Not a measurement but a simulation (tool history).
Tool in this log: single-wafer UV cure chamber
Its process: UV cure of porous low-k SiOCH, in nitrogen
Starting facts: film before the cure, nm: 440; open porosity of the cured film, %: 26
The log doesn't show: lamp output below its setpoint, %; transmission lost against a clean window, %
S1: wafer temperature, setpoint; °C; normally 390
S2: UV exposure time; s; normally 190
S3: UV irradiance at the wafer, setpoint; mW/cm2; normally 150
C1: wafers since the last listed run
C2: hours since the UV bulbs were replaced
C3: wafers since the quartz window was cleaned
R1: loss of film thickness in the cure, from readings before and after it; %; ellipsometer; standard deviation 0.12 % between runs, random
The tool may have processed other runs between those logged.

run,day,S1,S2,S3,C1,C2,C3,R1
1,0.000,390,190,136,0,351.0,3847,11.683
2,1.675,390,190,136,447,391.2,4295,12.055
3,4.700,390,190,150,808,463.8,5104,12.261
4,7.700,390,190,150,801,535.8,5905,12.120
# day 10.229: quartz window cleaned
5,11.546,390,190,128,938,628.1,352,11.715
6,15.071,390,190,150,942,712.7,1294,12.496
7,18.296,390,190,150,861,790.1,2156,12.441
8,22.438,390,190,150,1106,889.5,3263,12.643
9,26.471,390,190,150,1077,986.3,4341,12.355
10,29.125,390,190,150,709,1050.0,5050,12.128
11,30.633,390,190,150,403,1086.2,5453,12.337
12,33.671,390,190,150,811,1159.1,6265,12.361
13,35.883,390,190,150,591,1212.2,6856,11.901
# day 36.700: quartz window cleaned
14,39.692,390,190,150,928,1303.6,799,11.563
15,42.183,390,190,150,665,1363.4,1464,11.600
16,46.067,390,130,150,1037,1456.6,2502,9.770
# day 47.675: UV bulbs replaced
17,48.467,383,190,150,552,19.0,3055,11.303
18,52.696,390,190,150,1130,120.5,4185,11.565
19,55.075,390,190,150,635,177.6,4821,11.476
20,58.429,406,260,123,896,258.1,5717,12.188
21,61.054,377,270,150,701,321.1,6419,12.523
# day 63.133: quartz window cleaned, repeated, since the last time left the tool worse
22,63.817,390,250,172,649,387.4,182,14.189
23,67.396,406,260,123,956,473.3,1139,13.295
24,69.083,373,305,180,451,513.8,1590,15.284
25,73.375,380,265,150,1146,616.8,2737,13.917
26,77.629,390,190,150,1136,718.9,3874,12.242
27,81.508,403,130,132,1036,812.0,4910,10.200
28,83.450,377,280,115,518,858.6,5429,12.572
29,86.550,390,190,150,828,933.0,6258,12.016
# day 89.688: quartz window cleaned
30,90.458,390,190,150,955,1026.8,205,12.276
31,92.167,398,230,150,456,1067.8,662,13.454
32,94.117,390,245,150,521,1114.6,1183,13.438
# day 98.312: UV bulbs replaced
33,98.333,390,265,119,1037,0.5,2221,12.892
34,102.217,390,190,150,1037,93.7,3259,12.396
35,104.408,403,130,132,585,146.3,3844,10.149
36,106.796,390,190,112,638,203.6,4483,11.027
37,108.750,381,135,187,522,250.5,5005,11.431
# day 112.917: quartz window cleaned
38,119.862,404,225,150,2880,517.2,1856,13.594

Some steps in R1 between neighbouring runs. How much of each would the tool show without its hidden state too (settings, what came in, random variation), and how much is left for the hidden state, with any gauge scatter that isn't in both results?
Run 4 -> 5: S3 150 -> 128, quartz window cleaned. R1 -0.405 %: hidden state +0.331, all else -0.736.
Run 13 -> 14: quartz window cleaned. R1 -0.338 %: hidden state -0.486, all else +0.148.
Run 21 -> 22: S1 377 -> 390, S2 270 -> 250, S3 150 -> 172, quartz window cleaned, repeated, since the last time left the tool worse. R1 +1.666 %: hidden state +1.351, all else +0.315.
Run 27 -> 28: S1 403 -> 377, S2 130 -> 280, S3 132 -> 115. R1 +2.372 %: hidden state -0.049, all else +2.421.
Run 34 -> 35: S1 390 -> 403, S2 190 -> 130, S3 150 -> 132. R1 -2.247 %: hidden state -0.021, all else -2.226.
Run 37 -> 38: S1 381 -> 404, S2 135 -> 225, S3 187 -> 150, quartz window cleaned. R1 +2.163 %: hidden state +0.219, all else +1.944.

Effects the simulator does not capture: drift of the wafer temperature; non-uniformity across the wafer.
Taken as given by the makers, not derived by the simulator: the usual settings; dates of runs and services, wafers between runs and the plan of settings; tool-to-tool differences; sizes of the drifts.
